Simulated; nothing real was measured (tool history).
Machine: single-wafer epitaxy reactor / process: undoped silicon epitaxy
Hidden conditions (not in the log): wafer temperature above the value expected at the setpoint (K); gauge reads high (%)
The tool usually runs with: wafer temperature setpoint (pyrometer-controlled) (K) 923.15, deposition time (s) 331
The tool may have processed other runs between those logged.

| run | hour | wafer temperature setpoint (pyrometer-controlled) (K) | deposition time (s) | wafers since the last listed run | hours since the last pyrometer calibration | hours since the gauge calibration | read-back reference wafer on the same gauge, thickness_nm | mean film thickness on the monitor wafer (angstrom) |
|---|---|---|---|---|---|---|---|---|
| 1 | 0.0 | 923.15 | 331 | 0 | 2158.5 | 383.1 | 58.901 | 567.64 |
| 2 | 33.1 | 923.15 | 331 | 169 | 2191.6 | 416.2 | 58.956 | 567.95 |
| 3 | 72.8 | 923.15 | 331 | 203 | 2231.3 | 455.9 | 58.983 | 571.11 |
| 4 | 107.0 | 923.15 | 331 | 175 | 2265.5 | 490.1 | 58.919 | 564.32 |
| 5 | 154.0 | 923.15 | 331 | 240 | 2312.5 | 537.1 | 58.962 | 567.40 |
| 6 | 213.1 | 923.15 | 331 | 302 | 2371.6 | 596.2 | 58.859 | 573.07 |
| 7 | 260.0 | 923.15 | 331 | 240 | 2418.5 | 643.1 | 58.867 | 568.50 |
| 8 | 325.2 | 923.15 | 331 | 333 | 2483.7 | 708.3 | 58.926 | 572.35 |
| 9 | 374.0 | 923.15 | 331 | 249 | 2532.5 | 757.1 | 58.953 | 571.41 |
| 10 | 437.3 | 923.15 | 331 | 324 | 2595.8 | 820.4 | 58.891 | 570.18 |
| 11 | 485.3 | 930.15 | 331 | 245 | 2643.8 | 868.4 | 58.882 | 660.62 |
| 12 | 554.1 | 930.15 | 331 | 352 | 2712.6 | 937.2 | 58.822 | 662.04 |
| 13 | 594.9 | 923.15 | 331 | 208 | 2753.4 | 978.0 | 58.871 | 573.20 |
| 14 | 662.2 | 923.15 | 331 | 344 | 2820.7 | 1045.3 | 58.860 | 570.84 |
|  | 711.2 | pyrometer calibrated |
| 15 | 711.7 | 923.15 | 286 | 212 | 0.5 | 1094.8 | 58.827 | 480.75 |
| 16 | 903.8 | 923.15 | 331 | 983 | 192.6 | 1286.9 | 58.935 | 552.41 |
| 17 | 955.6 | 923.15 | 331 | 265 | 244.4 | 1338.7 | 58.892 | 554.32 |
| 18 | 986.0 | 923.15 | 331 | 155 | 274.8 | 1369.1 | 58.908 | 554.19 |
|  | 987.9 | gauge calibrated |
| 19 | 1053.1 | 923.15 | 331 | 343 | 341.9 | 65.2 | 58.903 | 554.72 |
| 20 | 1080.2 | 923.15 | 331 | 138 | 369.0 | 92.3 | 58.913 | 553.55 |
| 21 | 1134.0 | 934.15 | 349 | 275 | 422.8 | 146.1 | 58.922 | 736.64 |
| 22 | 1193.1 | 931.15 | 331 | 302 | 481.9 | 205.2 | 58.795 | 653.93 |
| 23 | 1327.1 | 927.15 | 392 | 686 | 615.9 | 339.2 | 58.857 | 713.97 |
| 24 | 1357.5 | 931.15 | 331 | 155 | 646.3 | 369.6 | 58.926 | 655.52 |
| 25 | 1396.8 | 910.15 | 392 | 201 | 685.6 | 408.9 | 58.829 | 498.69 |
| 26 | 1458.0 | 909.15 | 279 | 313 | 746.8 | 470.1 | 58.902 | 347.30 |
| 27 | 1524.7 | 923.15 | 331 | 341 | 813.5 | 536.8 | 58.882 | 554.99 |
| 28 | 1586.5 | 923.15 | 331 | 316 | 875.3 | 598.6 | 58.947 | 553.19 |
| 29 | 1627.0 | 923.15 | 331 | 207 | 915.8 | 639.1 | 58.895 | 555.36 |
| 30 | 1666.0 | 933.15 | 307 | 199 | 954.8 | 678.1 | 58.940 | 633.44 |
| 31 | 1691.1 | 917.15 | 360 | 128 | 979.9 | 703.2 | 58.881 | 536.08 |
| 32 | 1734.7 | 932.15 | 331 | 223 | 1023.5 | 746.8 | 58.950 | 672.90 |
| 33 | 1776.2 | 923.15 | 331 | 212 | 1065.0 | 788.3 | 58.912 | 556.70 |
| 34 | 1828.1 | 936.15 | 356 | 265 | 1116.9 | 840.2 | 58.904 | 783.46 |
| 35 | 1876.7 | 911.15 | 313 | 248 | 1165.5 | 888.8 | 58.866 | 410.21 |
| 36 | 1906.7 | 933.15 | 371 | 153 | 1195.5 | 918.8 | 58.934 | 766.85 |

Results for each run, recomputed without the tool's hidden state and with each run's random variation untouched:
| run | mean film thickness on the monitor wafer (angstrom) |
|---|---|
| 1 | 558.22 |
| 2 | 558.17 |
| 3 | 560.85 |
| 4 | 553.81 |
| 5 | 556.30 |
| 6 | 561.17 |
| 7 | 556.16 |
| 8 | 559.13 |
| 9 | 557.62 |
| 10 | 555.62 |
| 11 | 643.29 |
| 12 | 643.65 |
| 13 | 556.50 |
| 14 | 553.30 |
| 15 | 483.07 |
| 16 | 554.99 |
| 17 | 556.85 |
| 18 | 556.68 |
| 19 | 557.11 |
| 20 | 555.89 |
| 21 | 739.55 |
| 22 | 656.38 |
| 23 | 716.20 |
| 24 | 657.44 |
| 25 | 500.10 |
| 26 | 348.14 |
| 27 | 556.04 |
| 28 | 553.99 |
| 29 | 555.98 |
| 30 | 633.94 |
| 31 | 536.40 |
| 32 | 673.03 |
| 33 | 556.60 |
| 34 | 782.94 |
| 35 | 409.72 |
| 36 | 765.74 |

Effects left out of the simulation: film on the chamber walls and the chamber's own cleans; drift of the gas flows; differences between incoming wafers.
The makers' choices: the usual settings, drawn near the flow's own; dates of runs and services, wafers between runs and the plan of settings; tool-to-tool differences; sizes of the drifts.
